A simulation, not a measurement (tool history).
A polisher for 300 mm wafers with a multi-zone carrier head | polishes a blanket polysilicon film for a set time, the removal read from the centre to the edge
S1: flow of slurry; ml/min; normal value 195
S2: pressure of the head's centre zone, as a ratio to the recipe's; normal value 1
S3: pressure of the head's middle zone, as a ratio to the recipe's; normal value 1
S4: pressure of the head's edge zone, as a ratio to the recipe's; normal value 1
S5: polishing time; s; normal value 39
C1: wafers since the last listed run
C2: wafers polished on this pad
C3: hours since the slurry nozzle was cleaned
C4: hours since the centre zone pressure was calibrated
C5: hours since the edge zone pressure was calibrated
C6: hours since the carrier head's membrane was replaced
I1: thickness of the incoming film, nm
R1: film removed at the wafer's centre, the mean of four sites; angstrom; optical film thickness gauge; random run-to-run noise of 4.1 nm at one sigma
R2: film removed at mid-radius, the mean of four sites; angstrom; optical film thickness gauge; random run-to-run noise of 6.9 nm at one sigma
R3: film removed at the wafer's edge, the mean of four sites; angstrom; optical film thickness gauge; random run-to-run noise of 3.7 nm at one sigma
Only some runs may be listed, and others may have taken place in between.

{"run": 1, "hour": 0.0, "S1": 160, "S2": 1, "S3": 1, "S4": 1, "S5": 39, "C1": 0, "C2": 290, "C3": 40.9, "C4": 10.3, "C5": 262.2, "C6": 1125, "I1": 1419.2, "R1": 4774, "R2": 5027, "R3": 5163}
{"run": 2, "hour": 70.8, "S1": 160, "S2": 1, "S3": 1, "S4": 1, "S5": 39, "C1": 523, "C2": 813, "C3": 111.7, "C4": 81.1, "C5": 333, "C6": 1195.8, "I1": 1438.1, "R1": 4655, "R2": 4856, "R3": 5081}
{"hour": 77.6, "done": "edge zone pressure recalibrated"}
{"run": 3, "hour": 105.5, "S1": 180, "S2": 1, "S3": 1, "S4": 1.05, "S5": 39, "C1": 241, "C2": 1055, "C3": 146.4, "C4": 115.8, "C5": 27.9, "C6": 1230.5, "I1": 1429.7, "R1": 4829, "R2": 4954, "R3": 5212}
{"hour": 117.0, "done": "worn pad replaced by a new one"}
{"run": 4, "hour": 134.0, "S1": 195, "S2": 1, "S3": 1, "S4": 1, "S5": 39, "C1": 181, "C2": 125, "C3": 174.9, "C4": 144.3, "C5": 56.4, "C6": 1259, "I1": 1444.3, "R1": 4867, "R2": 5138, "R3": 5204}
{"run": 5, "hour": 197.2, "S1": 195, "S2": 1, "S3": 1, "S4": 1, "S5": 39, "C1": 467, "C2": 592, "C3": 238.1, "C4": 207.5, "C5": 119.6, "C6": 1322.2, "I1": 1419.5, "R1": 4921, "R2": 4951, "R3": 5258}
{"run": 6, "hour": 244.1, "S1": 195, "S2": 0.95, "S3": 1, "S4": 1, "S5": 39, "C1": 346, "C2": 939, "C3": 285, "C4": 254.4, "C5": 166.5, "C6": 1369.1, "I1": 1424.6, "R1": 4616, "R2": 4931, "R3": 5158}
{"hour": 256.6, "done": "worn pad replaced by a new one"}
{"run": 7, "hour": 295.2, "S1": 195, "S2": 1, "S3": 1, "S4": 1, "S5": 39, "C1": 348, "C2": 285, "C3": 336.1, "C4": 305.5, "C5": 217.6, "C6": 1420.2, "I1": 1435.5, "R1": 4783, "R2": 4975, "R3": 5131}
{"hour": 309.5, "done": "slurry nozzle cleaned"}
{"run": 8, "hour": 325.3, "S1": 195, "S2": 1, "S3": 1, "S4": 1, "S5": 31, "C1": 215, "C2": 500, "C3": 15.8, "C4": 335.6, "C5": 247.7, "C6": 1450.3, "I1": 1430.5, "R1": 3554, "R2": 3677, "R3": 3879}
{"hour": 337.6, "done": "centre zone pressure recalibrated"}
{"hour": 376.6, "done": "worn pad replaced by a new one"}
{"run": 9, "hour": 380.3, "S1": 260, "S2": 1, "S3": 0.92, "S4": 1, "S5": 39, "C1": 362, "C2": 27, "C3": 70.8, "C4": 42.7, "C5": 302.7, "C6": 1505.3, "I1": 1445, "R1": 4634, "R2": 4412, "R3": 4998}
{"hour": 417.5, "done": "slurry nozzle cleaned, repeated, since the last time left the tool worse"}
{"hour": 441.4, "done": "edge zone pressure recalibrated"}
{"run": 10, "hour": 445.1, "S1": 135, "S2": 1, "S3": 1, "S4": 1, "S5": 34, "C1": 456, "C2": 484, "C3": 27.6, "C4": 107.5, "C5": 3.7, "C6": 1570.1, "I1": 1437.3, "R1": 4020, "R2": 4191, "R3": 4363}
{"run": 11, "hour": 484.3, "S1": 195, "S2": 1, "S3": 1, "S4": 1, "S5": 39, "C1": 289, "C2": 774, "C3": 66.8, "C4": 146.7, "C5": 42.9, "C6": 1609.3, "I1": 1428.5, "R1": 4970, "R2": 5015, "R3": 5284}
{"hour": 496.5, "done": "worn pad replaced by a new one"}
{"hour": 545.7, "done": "carrier head's membrane replaced by a new one"}
{"run": 12, "hour": 546.1, "S1": 260, "S2": 1.07, "S3": 1.07, "S4": 1, "S5": 25, "C1": 390, "C2": 329, "C3": 128.6, "C4": 208.5, "C5": 104.7, "C6": 0.4, "I1": 1458.3, "R1": 3599, "R2": 3675, "R3": 3442}
{"run": 13, "hour": 582.5, "S1": 195, "S2": 1, "S3": 1, "S4": 1, "S5": 39, "C1": 269, "C2": 598, "C3": 165, "C4": 244.9, "C5": 141.1, "C6": 36.8, "I1": 1441.3, "R1": 4919, "R2": 5013, "R3": 5265}
{"run": 14, "hour": 620.2, "S1": 195, "S2": 1, "S3": 0.96, "S4": 1.11, "S5": 39, "C1": 278, "C2": 877, "C3": 202.7, "C4": 282.6, "C5": 178.8, "C6": 74.5, "I1": 1440.7, "R1": 4822, "R2": 4855, "R3": 5444}
{"hour": 655.9, "done": "worn pad replaced by a new one"}
{"run": 15, "hour": 660.7, "S1": 195, "S2": 1, "S3": 1, "S4": 1, "S5": 39, "C1": 269, "C2": 35, "C3": 243.2, "C4": 323.1, "C5": 219.3, "C6": 115, "I1": 1425.2, "R1": 4879, "R2": 4909, "R3": 5128}
{"hour": 674.2, "done": "centre zone pressure recalibrated"}
{"run": 16, "hour": 703.9, "S1": 195, "S2": 1, "S3": 1, "S4": 1.05, "S5": 39, "C1": 304, "C2": 339, "C3": 286.4, "C4": 29.7, "C5": 262.5, "C6": 158.2, "I1": 1424, "R1": 4813, "R2": 4980, "R3": 5299}

Here are 4 independent what-if runs from the current tool condition. What would each one return?
{"run": "A", "hour": 704.3, "S1": 195, "S2": 1, "S3": 1, "S4": 1, "S5": 39, "C1": 2, "C2": 342, "C3": 286.8, "C4": 30.1, "C5": 262.9, "C6": 158.6, "I1": 1451.6, "R1": "?", "R2": "?", "R3": "?"}
{"run": "B", "hour": 704.3, "S1": 195, "S2": 1, "S3": 0.91, "S4": 1.1, "S5": 48, "C1": 2, "C2": 342, "C3": 286.8, "C4": 30.1, "C5": 262.9, "C6": 158.6, "I1": 1451.6, "R1": "?", "R2": "?", "R3": "?"}
{"run": "C", "hour": 704.3, "S1": 195, "S2": 1, "S3": 1, "S4": 1, "S5": 44, "C1": 2, "C2": 342, "C3": 286.8, "C4": 30.1, "C5": 262.9, "C6": 158.6, "I1": 1451.6, "R1": "?", "R2": "?", "R3": "?"}
{"run": "D", "hour": 704.3, "S1": 195, "S2": 1.04, "S3": 1, "S4": 1, "S5": 46, "C1": 2, "C2": 342, "C3": 286.8, "C4": 30.1, "C5": 262.9, "C6": 158.6, "I1": 1451.6, "R1": "?", "R2": "?", "R3": "?"}

run=A R1=4869 R2=4999 R3=5137
run=B R1=5989 R2=5684 R3=6635
run=C R1=5494 R2=5640 R3=5795
run=D R1=5975 R2=5895 R3=6059
Without the tool's hidden state the same runs would have given:
run=A R1=5129 R2=5235 R3=5313
run=B R1=6309 R2=5953 R3=6863
run=C R1=5787 R2=5906 R3=5994
run=D R1=6294 R2=6174 R3=6267

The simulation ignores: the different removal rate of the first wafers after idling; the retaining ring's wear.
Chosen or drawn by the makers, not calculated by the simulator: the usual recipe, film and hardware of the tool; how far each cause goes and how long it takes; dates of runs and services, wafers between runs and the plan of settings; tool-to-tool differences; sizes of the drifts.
